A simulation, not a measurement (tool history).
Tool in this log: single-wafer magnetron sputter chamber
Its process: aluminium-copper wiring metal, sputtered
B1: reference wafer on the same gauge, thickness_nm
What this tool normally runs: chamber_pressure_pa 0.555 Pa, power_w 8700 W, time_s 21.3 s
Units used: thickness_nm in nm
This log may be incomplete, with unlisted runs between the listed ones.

{"run": 1, "day": 0.0, "chamber_pressure_pa": 0.555, "power_w": 8700, "time_s": 21.3, "B1": 353.986, "thickness_nm": 310.684}
{"day": 0.367, "done": "sputter target and shields replaced"}
{"run": 2, "day": 0.975, "chamber_pressure_pa": 0.555, "power_w": 8700, "time_s": 21.3, "B1": 354.406, "thickness_nm": 331.165}
{"run": 3, "day": 2.383, "chamber_pressure_pa": 0.555, "power_w": 8700, "time_s": 21.3, "B1": 353.516, "thickness_nm": 324.54}
{"run": 4, "day": 3.483, "chamber_pressure_pa": 0.555, "power_w": 8700, "time_s": 21.3, "B1": 354.339, "thickness_nm": 323.154}
{"run": 5, "day": 4.371, "chamber_pressure_pa": 0.555, "power_w": 8700, "time_s": 21.3, "B1": 354.289, "thickness_nm": 320.773}
{"run": 6, "day": 4.988, "chamber_pressure_pa": 0.555, "power_w": 8700, "time_s": 21.3, "B1": 354.129, "thickness_nm": 320.541}
{"run": 7, "day": 5.588, "chamber_pressure_pa": 0.555, "power_w": 8700, "time_s": 21.3, "B1": 354.65, "thickness_nm": 316.762}
{"run": 8, "day": 6.629, "chamber_pressure_pa": 0.555, "power_w": 8700, "time_s": 21.3, "B1": 354.021, "thickness_nm": 314.828}
{"run": 9, "day": 7.938, "chamber_pressure_pa": 0.555, "power_w": 8700, "time_s": 21.3, "B1": 353.968, "thickness_nm": 309.411}
{"day": 8.612, "done": "sputter target and shields replaced"}
{"run": 10, "day": 9.3, "chamber_pressure_pa": 0.555, "power_w": 8700, "time_s": 21.3, "B1": 354.7, "thickness_nm": 329.144}
{"run": 11, "day": 9.942, "chamber_pressure_pa": 0.555, "power_w": 8700, "time_s": 21.3, "B1": 354.37, "thickness_nm": 328.059}
{"day": 10.883, "done": "gauge calibrated"}
{"run": 12, "day": 10.938, "chamber_pressure_pa": 0.555, "power_w": 8700, "time_s": 23.9, "B1": 353.856, "thickness_nm": 362.694}
{"day": 12.154, "done": "capacitance manometer re-zeroed and calibrated"}
{"run": 13, "day": 12.254, "chamber_pressure_pa": 0.555, "power_w": 8700, "time_s": 21.3, "B1": 354.09, "thickness_nm": 322.703}
{"run": 14, "day": 13.046, "chamber_pressure_pa": 0.555, "power_w": 8700, "time_s": 21.3, "B1": 353.098, "thickness_nm": 317.676}
{"run": 15, "day": 13.575, "chamber_pressure_pa": 0.555, "power_w": 8700, "time_s": 23.5, "B1": 352.773, "thickness_nm": 344.62}
{"run": 16, "day": 14.854, "chamber_pressure_pa": 0.555, "power_w": 8700, "time_s": 17.2, "B1": 354.262, "thickness_nm": 252.958}
{"run": 17, "day": 15.929, "chamber_pressure_pa": 0.555, "power_w": 8700, "time_s": 21.3, "B1": 353.856, "thickness_nm": 306.67}
{"day": 17.292, "done": "sputter target and shields replaced"}
{"run": 18, "day": 17.312, "chamber_pressure_pa": 0.555, "power_w": 8700, "time_s": 21.3, "B1": 353.631, "thickness_nm": 330.72}
{"run": 19, "day": 17.721, "chamber_pressure_pa": 0.555, "power_w": 8700, "time_s": 23.9, "B1": 353.61, "thickness_nm": 369.166}
{"day": 18.579, "done": "magnet pack replaced"}
{"run": 20, "day": 18.646, "chamber_pressure_pa": 0.352, "power_w": 7450, "time_s": 21.3, "B1": 353.243, "thickness_nm": 306.999}
{"run": 21, "day": 19.671, "chamber_pressure_pa": 0.64, "power_w": 7750, "time_s": 19.6, "B1": 354.784, "thickness_nm": 253.337}
{"run": 22, "day": 21.054, "chamber_pressure_pa": 0.644, "power_w": 10300, "time_s": 21.3, "B1": 353.797, "thickness_nm": 360.078}
{"run": 23, "day": 22.029, "chamber_pressure_pa": 0.555, "power_w": 9700, "time_s": 17.4, "B1": 354.189, "thickness_nm": 285.085}
{"run": 24, "day": 22.825, "chamber_pressure_pa": 0.382, "power_w": 8700, "time_s": 18.5, "B1": 354.244, "thickness_nm": 293.75}
{"day": 25.917, "done": "sputter target and shields replaced"}
{"run": 25, "day": 25.938, "chamber_pressure_pa": 0.771, "power_w": 6750, "time_s": 17.1, "B1": 354.067, "thickness_nm": 187.381}

Consider 5 possible next runs. They are alternatives, not a sequence: every one starts from the tool as it was left by run 25. What does each give?
{"run": "A", "day": 25.954, "chamber_pressure_pa": 0.657, "power_w": 8700, "time_s": 21.3, "B1": "?", "thickness_nm": "?"}
{"run": "B", "day": 25.954, "chamber_pressure_pa": 0.555, "power_w": 10050, "time_s": 21.3, "B1": "?", "thickness_nm": "?"}
{"run": "C", "day": 25.954, "chamber_pressure_pa": 0.615, "power_w": 8700, "time_s": 21.3, "B1": "?", "thickness_nm": "?"}
{"run": "D", "day": 25.954, "chamber_pressure_pa": 0.469, "power_w": 8700, "time_s": 21.3, "B1": "?", "thickness_nm": "?"}
{"run": "E", "day": 25.954, "chamber_pressure_pa": 0.758, "power_w": 10550, "time_s": 18.4, "B1": "?", "thickness_nm": "?"}

run=A B1=354.305 thickness_nm=318.377
run=B B1=354.305 thickness_nm=385.866
run=C B1=354.305 thickness_nm=324.696
run=D B1=354.305 thickness_nm=348.089
run=E B1=354.305 thickness_nm=318.329
Stripped of hidden state, with their random variation kept, the same runs would have yielded:
run=A thickness_nm=320.699
run=B thickness_nm=388.679
run=C thickness_nm=327.063
run=D thickness_nm=350.626
run=E thickness_nm=320.65
